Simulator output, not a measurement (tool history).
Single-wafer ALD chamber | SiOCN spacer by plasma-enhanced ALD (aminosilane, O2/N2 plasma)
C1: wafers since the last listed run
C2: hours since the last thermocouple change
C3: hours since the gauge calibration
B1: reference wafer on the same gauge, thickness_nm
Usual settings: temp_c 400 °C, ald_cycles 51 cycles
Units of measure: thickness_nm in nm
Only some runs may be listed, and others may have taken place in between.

{"run": 1, "day": 0.0, "temp_c": 400, "ald_cycles": 51, "C1": 0, "C2": 1767.2, "C3": 1430.3, "B1": 3.422, "thickness_nm": 3.364}
{"day": 6.354, "done": "thermocouple changed; heater temperature recalibrated"}
{"day": 11.729, "done": "gauge calibrated"}
{"run": 2, "day": 11.925, "temp_c": 400, "ald_cycles": 51, "C1": 1806, "C2": 133.7, "C3": 4.7, "B1": 3.314, "thickness_nm": 3.257}
{"run": 3, "day": 16.162, "temp_c": 400, "ald_cycles": 51, "C1": 660, "C2": 235.4, "C3": 106.4, "B1": 3.33, "thickness_nm": 3.277}
{"run": 4, "day": 20.458, "temp_c": 394, "ald_cycles": 51, "C1": 669, "C2": 338.5, "C3": 209.5, "B1": 3.347, "thickness_nm": 3.287}
{"run": 5, "day": 22.958, "temp_c": 395, "ald_cycles": 49, "C1": 389, "C2": 398.5, "C3": 269.5, "B1": 3.354, "thickness_nm": 3.167}
{"run": 6, "day": 24.796, "temp_c": 395, "ald_cycles": 49, "C1": 286, "C2": 442.6, "C3": 313.6, "B1": 3.356, "thickness_nm": 3.185}
{"run": 7, "day": 27.792, "temp_c": 395, "ald_cycles": 49, "C1": 466, "C2": 514.5, "C3": 385.5, "B1": 3.363, "thickness_nm": 3.164}
{"run": 8, "day": 31.121, "temp_c": 405, "ald_cycles": 44, "C1": 518, "C2": 594.4, "C3": 465.4, "B1": 3.373, "thickness_nm": 2.811}
{"run": 9, "day": 35.279, "temp_c": 405, "ald_cycles": 44, "C1": 647, "C2": 694.2, "C3": 565.2, "B1": 3.379, "thickness_nm": 2.812}
{"run": 10, "day": 43.321, "temp_c": 391, "ald_cycles": 53, "C1": 1252, "C2": 887.2, "C3": 758.2, "B1": 3.389, "thickness_nm": 3.46}
{"run": 11, "day": 46.992, "temp_c": 400, "ald_cycles": 51, "C1": 571, "C2": 975.3, "C3": 846.3, "B1": 3.393, "thickness_nm": 3.332}
{"run": 12, "day": 49.838, "temp_c": 400, "ald_cycles": 51, "C1": 443, "C2": 1043.6, "C3": 914.6, "B1": 3.397, "thickness_nm": 3.332}
{"run": 13, "day": 52.583, "temp_c": 400, "ald_cycles": 51, "C1": 427, "C2": 1109.5, "C3": 980.5, "B1": 3.394, "thickness_nm": 3.338}
{"run": 14, "day": 56.725, "temp_c": 390, "ald_cycles": 51, "C1": 645, "C2": 1208.9, "C3": 1079.9, "B1": 3.397, "thickness_nm": 3.34}
{"run": 15, "day": 59.588, "temp_c": 400, "ald_cycles": 48, "C1": 446, "C2": 1277.6, "C3": 1148.6, "B1": 3.406, "thickness_nm": 3.137}
{"run": 16, "day": 62.992, "temp_c": 410, "ald_cycles": 51, "C1": 530, "C2": 1359.3, "C3": 1230.3, "B1": 3.406, "thickness_nm": 3.233}
{"run": 17, "day": 74.25, "temp_c": 400, "ald_cycles": 51, "C1": 1754, "C2": 1629.5, "C3": 1500.5, "B1": 3.409, "thickness_nm": 3.349}
{"run": 18, "day": 78.367, "temp_c": 400, "ald_cycles": 57, "C1": 641, "C2": 1728.3, "C3": 1599.3, "B1": 3.414, "thickness_nm": 3.761}
{"run": 19, "day": 82.038, "temp_c": 400, "ald_cycles": 51, "C1": 571, "C2": 1816.4, "C3": 1687.4, "B1": 3.411, "thickness_nm": 3.348}
{"day": 86.062, "done": "thermocouple changed; heater temperature recalibrated"}
{"run": 20, "day": 86.125, "temp_c": 400, "ald_cycles": 51, "C1": 584, "C2": 1.5, "C3": 1785.5, "B1": 3.41, "thickness_nm": 3.338}
{"run": 21, "day": 89.596, "temp_c": 395, "ald_cycles": 49, "C1": 540, "C2": 84.8, "C3": 1868.8, "B1": 3.418, "thickness_nm": 3.219}
{"day": 92.183, "done": "gauge calibrated"}
{"run": 22, "day": 92.729, "temp_c": 400, "ald_cycles": 51, "C1": 488, "C2": 160, "C3": 13.1, "B1": 3.324, "thickness_nm": 3.258}
{"run": 23, "day": 101.15, "temp_c": 392, "ald_cycles": 57, "C1": 1312, "C2": 362.1, "C3": 215.2, "B1": 3.351, "thickness_nm": 3.679}
{"run": 24, "day": 112.633, "temp_c": 385, "ald_cycles": 47, "C1": 1789, "C2": 637.7, "C3": 490.8, "B1": 3.377, "thickness_nm": 3.051}
{"run": 25, "day": 114.225, "temp_c": 400, "ald_cycles": 41, "C1": 248, "C2": 675.9, "C3": 529, "B1": 3.38, "thickness_nm": 2.669}
{"run": 26, "day": 116.662, "temp_c": 409, "ald_cycles": 46, "C1": 379, "C2": 734.4, "C3": 587.5, "B1": 3.385, "thickness_nm": 2.912}
{"run": 27, "day": 119.025, "temp_c": 412, "ald_cycles": 57, "C1": 368, "C2": 791.1, "C3": 644.2, "B1": 3.391, "thickness_nm": 3.564}
{"run": 28, "day": 123.462, "temp_c": 405, "ald_cycles": 57, "C1": 691, "C2": 897.6, "C3": 750.7, "B1": 3.399, "thickness_nm": 3.674}
{"run": 29, "day": 133.054, "temp_c": 412, "ald_cycles": 47, "C1": 1494, "C2": 1127.8, "C3": 980.9, "B1": 3.407, "thickness_nm": 2.958}
{"run": 30, "day": 135.708, "temp_c": 406, "ald_cycles": 44, "C1": 413, "C2": 1191.5, "C3": 1044.6, "B1": 3.402, "thickness_nm": 2.822}
{"run": 31, "day": 138.346, "temp_c": 391, "ald_cycles": 51, "C1": 410, "C2": 1254.8, "C3": 1107.9, "B1": 3.405, "thickness_nm": 3.349}
{"run": 32, "day": 139.917, "temp_c": 394, "ald_cycles": 51, "C1": 244, "C2": 1292.5, "C3": 1145.6, "B1": 3.41, "thickness_nm": 3.34}

Predict each of these 3 candidate next runs independently; none follows another, all start after run 32:
{"run": "A", "day": 139.938, "temp_c": 400, "ald_cycles": 51, "C1": 3, "C2": 1293, "C3": 1146.1, "B1": "?", "thickness_nm": "?"}
{"run": "B", "day": 139.938, "temp_c": 408, "ald_cycles": 46, "C1": 3, "C2": 1293, "C3": 1146.1, "B1": "?", "thickness_nm": "?"}
{"run": "C", "day": 139.938, "temp_c": 413, "ald_cycles": 48, "C1": 3, "C2": 1293, "C3": 1146.1, "B1": "?", "thickness_nm": "?"}

run=A B1=3.408 thickness_nm=3.343
run=B B1=3.408 thickness_nm=2.933
run=C B1=3.408 thickness_nm=3.007
The same runs, with their run-to-run variation unchanged, on a tool lacking any hidden condition would have given:
run=A thickness_nm=3.257
run=B thickness_nm=2.857
run=C thickness_nm=2.929
